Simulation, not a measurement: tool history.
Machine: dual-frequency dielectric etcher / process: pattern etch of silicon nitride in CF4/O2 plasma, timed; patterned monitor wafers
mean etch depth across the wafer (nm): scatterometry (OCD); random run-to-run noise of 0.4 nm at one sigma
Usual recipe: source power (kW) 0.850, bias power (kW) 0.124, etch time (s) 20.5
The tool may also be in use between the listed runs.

run	hour	source power (kW)	bias power (kW)	etch time (s)	wafers since the last listed run	hours since the last wet clean	hours since the last source power generator calibration	hours since the last bias power generator calibration	hours since the last upper electrode change	hours since the gauge calibration	read-back reference wafer on the same gauge, depth_nm	mean etch depth across the wafer (nm)
1	0.0	0.700	0.124	20.5	0	43.6	2693.9	1395.4	2518.8	633.9	65.8	50.7
2	47.7	0.700	0.124	20.5	421	91.3	2741.6	1443.1	2566.5	681.6	65.9	50.7
3	106.6	0.700	0.124	20.5	520	150.2	2800.5	1502.0	2625.4	740.5	65.9	50.7
4	169.1	0.850	0.124	20.5	552	212.7	2863.0	1564.5	2687.9	803.0	65.7	57.6
5	240.3	1.010	0.124	20.5	629	283.9	2934.2	1635.7	2759.1	874.2	65.9	64.9
6	300.1	1.010	0.124	20.5	528	343.7	2994.0	1695.5	2818.9	934.0	65.8	64.4
7	344.3	0.850	0.124	20.5	390	387.9	3038.2	1739.7	2863.1	978.2	65.8	57.1
8	372.1	0.850	0.124	20.5	245	415.7	3066.0	1767.5	2890.9	1006.0	66.0	57.6
9	413.6	0.850	0.124	20.5	367	457.2	3107.5	1809.0	2932.4	1047.5	65.8	56.2
# hour 444.3: gauge calibrated
# hour 453.3: source power generator calibrated
10	453.8	0.850	0.124	20.5	320	497.4	0.5	1849.2	2972.6	9.5	65.8	56.0
# hour 494.3: upper electrode replaced, of another model than before
# hour 511.9: wet clean of the chamber
11	512.4	0.700	0.124	20.5	150	0.5	59.1	1907.8	18.1	68.1	65.8	52.1
12	512.8	0.990	0.100	15.0	3	0.9	59.5	1908.2	18.5	68.5	65.8	42.2
13	663.9	0.670	0.144	15.0	1336	152.0	210.6	2059.3	169.6	219.6	65.7	39.7
14	703.5	0.970	0.124	18.0	350	191.6	250.2	2098.9	209.2	259.2	65.7	54.1
15	733.2	0.930	0.134	18.0	262	221.3	279.9	2128.6	238.9	288.9	65.7	54.2
16	784.3	0.850	0.114	20.5	451	272.4	331.0	2179.7	290.0	340.0	65.8	55.1
17	821.2	0.850	0.124	20.5	326	309.3	367.9	2216.6	326.9	376.9	65.8	56.9
# hour 839.0: bias power generator calibrated
18	1010.3	0.850	0.124	20.5	1637	498.4	557.0	171.3	516.0	566.0	65.8	56.2
19	1062.5	1.000	0.133	23.0	461	550.6	609.2	223.5	568.2	618.2	65.8	69.6
20	1098.7	0.650	0.116	20.5	320	586.8	645.4	259.7	604.4	654.4	65.7	47.7

3 ways to go on from here, each from the tool as it stands after run 20. What would each give?
A	1099.1	0.850	0.124	20.5	3	587.2	645.8	260.1	604.8	654.8	?	?
B	1099.1	0.950	0.124	26.0	3	587.2	645.8	260.1	604.8	654.8	?	?
C	1099.1	0.850	0.110	23.5	3	587.2	645.8	260.1	604.8	654.8	?	?

run	read-back reference wafer on the same gauge, depth_nm	mean etch depth across the wafer (nm)
A	65.6	55.1
B	65.6	74.1
C	65.6	60.2
Take away the tool's hidden state, keep each run's random variation, and the runs would have read:
run	mean etch depth across the wafer (nm)
A	57.4
B	77.3
C	62.7

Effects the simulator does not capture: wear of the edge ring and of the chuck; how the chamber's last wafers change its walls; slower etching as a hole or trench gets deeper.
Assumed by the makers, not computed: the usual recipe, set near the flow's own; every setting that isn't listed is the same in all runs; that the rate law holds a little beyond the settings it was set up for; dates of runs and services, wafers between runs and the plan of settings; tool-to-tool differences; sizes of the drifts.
